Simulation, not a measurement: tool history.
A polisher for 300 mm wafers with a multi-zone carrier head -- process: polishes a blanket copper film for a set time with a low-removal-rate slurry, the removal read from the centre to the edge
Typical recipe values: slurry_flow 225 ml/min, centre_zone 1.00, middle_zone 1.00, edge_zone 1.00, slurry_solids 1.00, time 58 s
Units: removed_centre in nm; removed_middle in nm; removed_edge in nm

run,hour,slurry_flow,centre_zone,middle_zone,edge_zone,slurry_solids,time,"incoming thickness of the incoming film, nm",removed_centre,removed_middle,removed_edge
1,0.0,180,1.00,1.00,0.88,1.00,58,784.1,221.2,231.6,212.7
2,22.9,225,1.00,1.00,1.00,1.00,58,799.2,227.3,233.1,230.8
3,36.3,225,1.00,1.00,1.00,1.00,58,799.1,228.2,232.1,232.1
4,52.4,225,1.00,1.00,1.00,1.00,58,776.2,227.5,238.9,233.6
5,67.3,225,1.10,1.07,0.91,1.10,58,792.8,258.2,258.4,220.8
6,86.0,225,1.00,1.00,1.00,0.75,58,805.0,215.6,216.1,217.2
7,108.4,285,1.00,1.00,1.00,1.00,58,801.6,238.0,239.9,235.2
8,135.6,225,1.00,1.00,1.00,1.00,58,796.2,231.1,235.8,232.1
9,166.2,225,1.00,1.00,1.00,1.00,58,788.8,233.1,238.8,232.1
10,185.4,225,1.00,1.00,1.00,1.00,58,791.5,229.6,235.2,230.4
11,213.5,150,1.05,1.00,1.00,0.90,58,774.6,217.9,213.6,210.6
12,243.5,225,0.94,1.00,1.07,1.00,58,789.3,216.0,239.4,241.9
13,278.0,225,0.92,0.96,1.00,0.75,58,793.5,193.3,216.4,216.2
14,303.9,225,1.00,1.00,1.00,1.00,58,804.8,230.7,235.3,229.5
15,321.1,225,1.00,1.00,1.00,0.90,58,773.4,222.6,227.9,226.9
16,348.0,225,1.00,1.00,1.00,1.00,71,791.0,284.2,288.8,286.6
17,441.0,225,0.95,1.00,0.94,1.15,41,794.7,157.3,172.5,161.8
18,455.2,275,0.95,1.00,1.05,1.00,73,800.6,281.0,303.4,305.3
19,481.7,225,1.00,1.00,1.00,1.00,51,802.7,204.9,207.9,204.4
20,515.8,225,1.00,1.00,1.00,1.00,58,796.9,230.1,233.9,234.2
21,539.0,265,1.00,1.00,1.00,1.00,58,799.4,234.1,244.0,240.0

Withheld: 5 entries from between the runs. Position of each, and hidden state at the listed run before versus the listed run after:
Logged between run 1 and run 2: worn pad replaced by a new one (hour 15.0)
  no difference in the tool's unlogged condition between these two runs
Logged between run 8 and run 9: slurry nozzle cleaned (hour 165.7)
  no difference in the tool's unlogged condition between these two runs
Logged between run 11 and run 12: edge zone pressure recalibrated (hour 223.3)
  no difference in the tool's unlogged condition between these two runs
Logged between run 12 and run 13: worn pad replaced by a new one (hour 260.6)
  no difference in the tool's unlogged condition between these two runs
Logged between run 19 and run 20: worn pad replaced by a new one (hour 515.3)
  no difference in the tool's unlogged condition between these two runs
